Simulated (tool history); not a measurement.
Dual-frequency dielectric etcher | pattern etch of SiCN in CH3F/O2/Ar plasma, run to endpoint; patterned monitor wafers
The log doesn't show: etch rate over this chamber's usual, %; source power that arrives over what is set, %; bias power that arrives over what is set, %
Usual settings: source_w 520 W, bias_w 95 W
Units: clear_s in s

| run | day | source_w | bias_w | wafers since the last listed run | hours since the last wet clean | hours since the last source power generator calibration | hours since the last bias power generator calibration | hours since the last upper electrode change | incoming incoming film thickness, nm | clear_s |
|---|---|---|---|---|---|---|---|---|---|---|
| 1 | 0 | 520 | 95 | 0 | 108.8 | 2220.1 | 1655.4 | 4105.2 | 10.43 | 22.5 |
| 2 | 1.396 | 430 | 107 | 367 | 142.3 | 2253.6 | 1688.9 | 4138.7 | 10.59 | 23.2 |
| 3 | 2.217 | 430 | 107 | 216 | 162 | 2273.3 | 1708.6 | 4158.4 | 10.6 | 23.3 |
| 4 | 3.646 | 550 | 109 | 376 | 196.3 | 2307.6 | 1742.9 | 4192.7 | 10.65 | 21.4 |
| 5 | 4.512 | 550 | 109 | 228 | 217.1 | 2328.4 | 1763.7 | 4213.5 | 10.57 | 21.5 |
| 6 | 5.067 | 550 | 109 | 145 | 230.4 | 2341.7 | 1777 | 4226.8 | 10.54 | 21.5 |
| 7 | 6.071 | 520 | 102 | 264 | 254.5 | 2365.8 | 1801.1 | 4250.9 | 10.58 | 22.5 |
| 8 | 6.721 | 520 | 102 | 171 | 270.1 | 2381.4 | 1816.7 | 4266.5 | 10.53 | 22.6 |
| 9 | 7.908 | 620 | 88 | 312 | 298.6 | 2409.9 | 1845.2 | 4295 | 10.71 | 22.5 |
| 10 | 9.179 | 620 | 88 | 334 | 329.1 | 2440.4 | 1875.7 | 4325.5 | 10.54 | 22.5 |
| 11 | 10.45 | 520 | 107 | 334 | 359.6 | 2470.9 | 1906.2 | 4356 | 10.57 | 22 |
|  | 12.271 | source power generator calibrated |
|  | 12.304 | bias power generator calibrated |
| 12 | 14.058 | 430 | 95 | 897 | 446.2 | 42.9 | 42.1 | 4442.6 | 10.72 | 25.1 |
|  | 16.071 | wet clean of the chamber |
|  | 16.212 | upper electrode replaced |
| 13 | 16.233 | 430 | 95 | 271 | 3.9 | 95.1 | 94.3 | 0.5 | 10.59 | 25.2 |
| 14 | 16.246 | 520 | 95 | 3 | 4.2 | 95.4 | 94.6 | 0.8 | 10.63 | 24.1 |
| 15 | 16.462 | 390 | 75 | 57 | 9.4 | 100.6 | 99.8 | 6 | 10.68 | 29 |
| 16 | 17.167 | 430 | 111 | 185 | 26.3 | 117.5 | 116.7 | 22.9 | 10.63 | 24 |
| 17 | 18.479 | 410 | 95 | 345 | 57.8 | 149 | 148.2 | 54.4 | 10.5 | 25.6 |
| 18 | 19.417 | 520 | 111 | 246 | 80.3 | 171.5 | 170.7 | 76.9 | 10.53 | 22.6 |
| 19 | 20.088 | 520 | 95 | 176 | 96.4 | 187.6 | 186.8 | 93 | 10.52 | 24.1 |
| 20 | 21.142 | 570 | 104 | 277 | 121.7 | 212.9 | 212.1 | 118.3 | 10.6 | 22.8 |
| 21 | 22.433 | 630 | 104 | 340 | 152.7 | 243.9 | 243.1 | 149.3 | 10.69 | 22.1 |
| 22 | 23.633 | 420 | 118 | 316 | 181.5 | 272.7 | 271.9 | 178.1 | 10.63 | 23.9 |
|  | 24.712 | wet clean of the chamber, repeated, since the last time left the tool worse |
| 23 | 24.733 | 580 | 106 | 26 | 0.5 | 299.1 | 298.3 | 204.5 | 10.68 | 20.8 |
| 24 | 25.558 | 480 | 117 | 217 | 20.3 | 318.9 | 318.1 | 224.3 | 10.63 | 21.7 |
| 25 | 26.492 | 430 | 95 | 245 | 42.7 | 341.3 | 340.5 | 246.7 | 10.61 | 24.2 |
| 26 | 27.188 | 520 | 95 | 183 | 59.4 | 358 | 357.2 | 263.4 | 10.62 | 22.9 |
| 27 | 28.546 | 390 | 109 | 357 | 92 | 390.6 | 389.8 | 296 | 10.59 | 23.4 |
| 28 | 29.621 | 520 | 95 | 283 | 117.8 | 416.4 | 415.6 | 321.8 | 10.57 | 22.4 |
| 29 | 31.083 | 470 | 113 | 385 | 152.9 | 451.5 | 450.7 | 356.9 | 10.65 | 22 |
| 30 | 32.108 | 480 | 71 | 269 | 177.5 | 476.1 | 475.3 | 381.5 | 10.56 | 26.1 |
| 31 | 34.767 | 580 | 117 | 700 | 241.3 | 539.9 | 539.1 | 445.3 | 10.61 | 20.3 |
| 32 | 35.538 | 470 | 89 | 202 | 259.8 | 558.4 | 557.6 | 463.8 | 10.55 | 24.1 |
| 33 | 38.475 | 520 | 95 | 773 | 330.3 | 628.9 | 628.1 | 534.3 | 10.67 | 23.4 |
|  | 41.029 | wet clean of the chamber |
| 34 | 42.608 | 520 | 95 | 825 | 37.9 | 728.1 | 727.3 | 633.5 | 10.56 | 22.6 |

Measured less the same run without the tool's hidden state. The same run-to-run variation is in both; the gauge's scatter may not be:
| run | clear_s |
|---|---|
| 1 | +0.3 |
| 2 | +0.3 |
| 3 | +0.3 |
| 4 | +0.4 |
| 5 | +0.4 |
| 6 | +0.4 |
| 7 | +0.5 |
| 8 | +0.5 |
| 9 | +0.5 |
| 10 | +0.6 |
| 11 | +0.6 |
| 12 | +0.9 |
| 13 | +1.4 |
| 14 | +1.3 |
| 15 | +1.6 |
| 16 | +1.4 |
| 17 | +1.5 |
| 18 | +1.4 |
| 19 | +1.5 |
| 20 | +1.4 |
| 21 | +1.4 |
| 22 | +1.6 |
| 23 | -0.1 |
| 24 | +0 |
| 25 | +0 |
| 26 | +0 |
| 27 | +0.1 |
| 28 | +0.1 |
| 29 | +0.2 |
| 30 | +0.2 |
| 31 | +0.2 |
| 32 | +0.4 |
| 33 | +0.5 |
| 34 | +0 |

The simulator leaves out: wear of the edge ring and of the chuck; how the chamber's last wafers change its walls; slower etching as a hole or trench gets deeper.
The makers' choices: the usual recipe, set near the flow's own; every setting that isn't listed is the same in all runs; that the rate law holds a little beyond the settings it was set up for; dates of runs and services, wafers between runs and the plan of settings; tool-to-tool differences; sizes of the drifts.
